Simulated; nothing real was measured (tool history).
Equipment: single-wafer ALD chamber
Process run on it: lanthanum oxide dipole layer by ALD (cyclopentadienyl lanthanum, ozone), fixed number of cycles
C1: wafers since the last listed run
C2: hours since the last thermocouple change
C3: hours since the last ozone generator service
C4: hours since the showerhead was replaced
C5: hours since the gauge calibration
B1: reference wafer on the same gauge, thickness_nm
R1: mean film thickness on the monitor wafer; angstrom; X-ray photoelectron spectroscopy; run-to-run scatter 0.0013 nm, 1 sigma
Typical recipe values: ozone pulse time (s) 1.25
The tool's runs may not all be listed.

run 1 day=0 | ozone_pulse_time_(s)=1.25 | C1=0 C2=1713.4 C3=154.3 C4=6534.8 C5=330.4 | B1=0.588 | R1=5.26
run 2 day=1.054 | ozone_pulse_time_(s)=1.25 | C1=727 C2=1738.7 C3=179.6 C4=6560.1 C5=355.7 | B1=0.587 | R1=5.25
run 3 day=7.542 | ozone_pulse_time_(s)=1.52 | C1=4474 C2=1894.4 C3=335.3 C4=6715.8 C5=511.4 | B1=0.586 | R1=5.44
run 4 day=8.696 | ozone_pulse_time_(s)=1.1 | C1=796 C2=1922.1 C3=363 C4=6743.5 C5=539.1 | B1=0.586 | R1=5.05
run 5 day=10.558 | ozone_pulse_time_(s)=1.1 | C1=1284 C2=1966.8 C3=407.7 C4=6788.2 C5=583.8 | B1=0.587 | R1=5.04
run 6 day=12.7 | ozone_pulse_time_(s)=1.1 | C1=1477 C2=2018.2 C3=459.1 C4=6839.6 C5=635.2 | B1=0.587 | R1=5.09
run 7 day=14.829 | ozone_pulse_time_(s)=1.13 | C1=1468 C2=2069.3 C3=510.2 C4=6890.7 C5=686.3 | B1=0.587 | R1=5.09
run 8 day=17.817 | ozone_pulse_time_(s)=1.13 | C1=2060 C2=2141 C3=581.9 C4=6962.4 C5=758 | B1=0.587 | R1=5.11
run 9 day=20.475 | ozone_pulse_time_(s)=1.25 | C1=1833 C2=2204.8 C3=645.7 C4=7026.2 C5=821.8 | B1=0.587 | R1=5.22
run 10 day=22.65 | ozone_pulse_time_(s)=1.25 | C1=1500 C2=2257 C3=697.9 C4=7078.4 C5=874 | B1=0.586 | R1=5.22
-- day=23.892 ozone generator serviced
run 11 day=23.912 | ozone_pulse_time_(s)=1.25 | C1=640 C2=2287.3 C3=0.5 C4=7108.7 C5=904.3 | B1=0.587 | R1=5.27
run 12 day=25 | ozone_pulse_time_(s)=1.25 | C1=750 C2=2313.4 C3=26.6 C4=7134.8 C5=930.4 | B1=0.587 | R1=5.29
run 13 day=27.829 | ozone_pulse_time_(s)=1.25 | C1=1951 C2=2381.3 C3=94.5 C4=7202.7 C5=998.3 | B1=0.587 | R1=5.27
run 14 day=29.2 | ozone_pulse_time_(s)=1.55 | C1=945 C2=2414.2 C3=127.4 C4=7235.6 C5=1031.2 | B1=0.587 | R1=5.5
run 15 day=31.442 | ozone_pulse_time_(s)=1.1 | C1=1546 C2=2468 C3=181.2 C4=7289.4 C5=1085 | B1=0.587 | R1=5.07
run 16 day=33.3 | ozone_pulse_time_(s)=1.25 | C1=1281 C2=2512.6 C3=225.8 C4=7334 C5=1129.6 | B1=0.587 | R1=5.25
-- day=34.971 showerhead replaced
run 17 day=40.779 | ozone_pulse_time_(s)=0.96 | C1=4928 C2=2692.1 C3=405.3 C4=139.4 C5=1309.1 | B1=0.588 | R1=4.86
run 18 day=41.975 | ozone_pulse_time_(s)=1.67 | C1=824 C2=2720.8 C3=434 C4=168.1 C5=1337.8 | B1=0.587 | R1=5.52
-- day=44.188 gauge calibrated
run 19 day=44.408 | ozone_pulse_time_(s)=1.72 | C1=1678 C2=2779.2 C3=492.4 C4=226.5 C5=5.3 | B1=0.587 | R1=5.55
-- day=45.175 thermocouple changed; heater temperature recalibrated
run 20 day=47.133 | ozone_pulse_time_(s)=0.83 | C1=1649 C2=47 C3=557.8 C4=291.9 C5=70.7 | B1=0.587 | R1=4.59
run 21 day=48.967 | ozone_pulse_time_(s)=1.59 | C1=1264 C2=91 C3=601.8 C4=335.9 C5=114.7 | B1=0.587 | R1=5.48
run 22 day=50.35 | ozone_pulse_time_(s)=0.78 | C1=954 C2=124.2 C3=635 C4=369.1 C5=147.9 | B1=0.587 | R1=4.5
run 23 day=52.167 | ozone_pulse_time_(s)=1.04 | C1=1253 C2=167.8 C3=678.6 C4=412.7 C5=191.5 | B1=0.587 | R1=4.97
run 24 day=54.412 | ozone_pulse_time_(s)=1.49 | C1=1549 C2=221.7 C3=732.5 C4=466.6 C5=245.4 | B1=0.587 | R1=5.41
run 25 day=56.771 | ozone_pulse_time_(s)=0.9 | C1=1626 C2=278.3 C3=789.1 C4=523.2 C5=302 | B1=0.587 | R1=4.75
run 26 day=58.871 | ozone_pulse_time_(s)=1.4 | C1=1448 C2=328.7 C3=839.5 C4=573.6 C5=352.4 | B1=0.587 | R1=5.37

Below are 5 alternative next runs, each starting from the tool's condition after run 26. Predict each:
run A day=58.888 | ozone_pulse_time_(s)=1.75 | C1=11 C2=329.1 C3=839.9 C4=574 C5=352.8 | B1=? | R1=?
run B day=58.888 | ozone_pulse_time_(s)=1.65 | C1=11 C2=329.1 C3=839.9 C4=574 C5=352.8 | B1=? | R1=?
run C day=58.888 | ozone_pulse_time_(s)=0.93 | C1=11 C2=329.1 C3=839.9 C4=574 C5=352.8 | B1=? | R1=?
run D day=58.888 | ozone_pulse_time_(s)=1.7 | C1=11 C2=329.1 C3=839.9 C4=574 C5=352.8 | B1=? | R1=?
run E day=58.888 | ozone_pulse_time_(s)=1.38 | C1=11 C2=329.1 C3=839.9 C4=574 C5=352.8 | B1=? | R1=?

run=A B1=0.587 R1=5.56
run=B B1=0.587 R1=5.51
run=C B1=0.587 R1=4.8
run=D B1=0.587 R1=5.54
run=E B1=0.587 R1=5.35
Without the tool's hidden state the same runs would have given:
run=A R1=5.59
run=B R1=5.56
run=C R1=4.9
run=D R1=5.58
run=E R1=5.41
